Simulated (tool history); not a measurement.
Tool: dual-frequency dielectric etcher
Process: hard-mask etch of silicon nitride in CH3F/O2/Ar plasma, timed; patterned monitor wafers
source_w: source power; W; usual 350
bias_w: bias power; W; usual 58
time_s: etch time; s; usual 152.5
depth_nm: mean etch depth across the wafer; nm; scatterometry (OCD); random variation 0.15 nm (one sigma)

| run | hour | source_w | bias_w | time_s | wafers since the last listed run | hours since the last wet clean | hours since the last source power generator calibration | hours since the last bias power generator calibration | hours since the last upper electrode change | hours since the gauge calibration | read-back reference wafer on the same gauge, depth_nm | depth_nm |
|---|---|---|---|---|---|---|---|---|---|---|---|---|
| 1 | 0 | 350 | 58 | 152.5 | 0 | 197.3 | 4169.8 | 1834.5 | 1707.1 | 200.5 | 86 | 97.4 |
| 2 | 84.4 | 350 | 58 | 152.5 | 551 | 281.7 | 4254.2 | 1918.9 | 1791.5 | 284.9 | 86 | 97.2 |
| 3 | 326.4 | 350 | 58 | 152.5 | 1581 | 523.7 | 4496.2 | 2160.9 | 2033.5 | 526.9 | 86 | 96.8 |
| 4 | 421.7 | 350 | 58 | 152.5 | 622 | 619 | 4591.5 | 2256.2 | 2128.8 | 622.2 | 86 | 96.5 |
|  | 459.5 | source power generator calibrated |
|  | 491.1 | wet clean of the chamber |
| 5 | 505 | 350 | 58 | 152.5 | 361 | 13.9 | 45.5 | 2339.5 | 2212.1 | 705.5 | 86 | 101 |
| 6 | 555 | 350 | 58 | 152.5 | 326 | 63.9 | 95.5 | 2389.5 | 2262.1 | 755.5 | 86 | 100.5 |
| 7 | 601.2 | 350 | 58 | 152.5 | 301 | 110.1 | 141.7 | 2435.7 | 2308.3 | 801.7 | 86 | 100.4 |
|  | 690.1 | upper electrode replaced |
| 8 | 690.6 | 350 | 58 | 152.5 | 427 | 199.5 | 231.1 | 2525.1 | 0.5 | 891.1 | 86 | 100.3 |
| 9 | 722.5 | 350 | 58 | 152.5 | 208 | 231.4 | 263 | 2557 | 32.4 | 923 | 86 | 100.2 |
| 10 | 778.9 | 320 | 66 | 180 | 368 | 287.8 | 319.4 | 2613.4 | 88.8 | 979.4 | 86 | 116 |
| 11 | 861.1 | 410 | 66 | 137.5 | 537 | 370 | 401.6 | 2695.6 | 171 | 1061.6 | 86 | 100.5 |
|  | 892.9 | bias power generator calibrated |
|  | 1015.3 | gauge calibrated |
|  | 1022.6 | wet clean of the chamber |
| 12 | 1023.1 | 350 | 64 | 152.5 | 875 | 0.5 | 563.6 | 130.2 | 333 | 7.8 | 86 | 103.5 |
| 13 | 1107.2 | 350 | 54 | 152.5 | 549 | 84.6 | 647.7 | 214.3 | 417.1 | 91.9 | 86 | 98.1 |
| 14 | 1190.4 | 420 | 67 | 111 | 543 | 167.8 | 730.9 | 297.5 | 500.3 | 175.1 | 86 | 82.7 |
| 15 | 1247.1 | 350 | 58 | 152.5 | 370 | 224.5 | 787.6 | 354.2 | 557 | 231.8 | 86 | 99.4 |
| 16 | 1286 | 350 | 58 | 152.5 | 254 | 263.4 | 826.5 | 393.1 | 595.9 | 270.7 | 86 | 99.4 |
| 17 | 1326.2 | 400 | 58 | 152.5 | 262 | 303.6 | 866.7 | 433.3 | 636.1 | 310.9 | 86 | 106.5 |

What the log doesn't show, run by run:
bias power that arrives over what is set, %: 0 in every run
gauge reads high (%): 0 in every run
H1: etch rate over this chamber's usual, %
H2: source power that arrives over what is set, %
| run | H1 | H2 |
|---|---|---|
| 1 | -0.636 | -4.98 |
| 2 | -0.879 | -5 |
| 3 | -1.58 | -5.05 |
| 4 | -1.85 | -5.07 |
| 5 | -0.346 | 0.772 |
| 6 | -0.49 | 0.614 |
| 7 | -0.623 | 0.473 |
| 8 | -0.88 | 0.21 |
| 9 | -0.972 | 0.12 |
| 10 | -1.13 | -0.0354 |
| 11 | -1.37 | -0.252 |
| 12 | -0.0991 | -0.647 |
| 13 | -0.341 | -0.837 |
| 14 | -0.581 | -1.02 |
| 15 | -0.744 | -1.13 |
| 16 | -0.856 | -1.21 |
| 17 | -0.971 | -1.29 |
